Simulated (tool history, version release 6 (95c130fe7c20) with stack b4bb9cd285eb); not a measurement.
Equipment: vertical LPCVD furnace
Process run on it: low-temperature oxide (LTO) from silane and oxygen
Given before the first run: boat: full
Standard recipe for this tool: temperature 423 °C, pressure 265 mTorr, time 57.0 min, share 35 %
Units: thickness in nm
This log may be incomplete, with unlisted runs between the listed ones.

run	hour	temperature	pressure	time	share	read-back reference wafer on the same gauge, thickness	thickness
1	0.0	423	265	57.0	35	770.65	679.80
2	51.1	426	265	65.0	35	771.77	796.89
3	92.0	426	265	65.0	35	770.38	804.39
4	164.8	426	265	65.0	35	770.66	796.01
5	250.6	423	265	57.0	35	770.77	675.22
6	299.5	423	265	57.0	35	769.79	674.17
7	354.9	423	265	40.5	35	770.77	480.25
8	394.3	423	265	40.5	35	770.04	477.08
9	449.0	423	265	40.5	35	769.91	475.49
# hour 571.8: thermocouples replaced and temperature profile calibrated
10	572.3	417	265	57.0	35	770.39	629.96
# hour 737.6: pressure gauge zeroed
11	864.7	423	300	57.0	31	770.38	666.96
# hour 872.0: gauge calibrated
# hour 910.6: silane flow controller replaced
12	931.6	423	265	57.0	35	771.16	690.03
13	1034.0	430	265	57.0	35	771.40	743.19
14	1073.4	414	290	46.0	39	771.92	636.73
15	1168.7	423	265	57.0	28	771.40	512.45
16	1231.8	423	265	57.0	35	771.64	690.79
17	1310.1	430	265	68.0	35	770.22	886.05
18	1359.2	423	305	57.0	29	771.23	614.94
19	1432.7	423	265	48.5	29	771.72	455.76
20	1516.0	412	305	44.5	35	771.28	551.36
21	1560.0	426	265	65.0	35	771.37	810.17
22	1604.1	423	330	68.5	28	771.30	760.91

Alternative continuations, all from the tool just after run 22; predict every row:
A	1608.6	423	205	57.0	35	?	?
B	1608.6	423	320	57.0	35	?	?
C	1608.6	417	290	57.0	32	?	?
D	1608.6	419	265	47.5	28	?	?
E	1608.6	433	295	57.0	30	?	?

run	read-back reference wafer on the same gauge, thickness	thickness
A	770.55	535.78
B	770.55	836.70
C	770.55	631.69
D	770.55	407.09
E	770.55	698.58
Had the tool no hidden state, the same runs would have come out as:
run	thickness
A	536.42
B	837.34
C	632.22
D	407.47
E	699.16
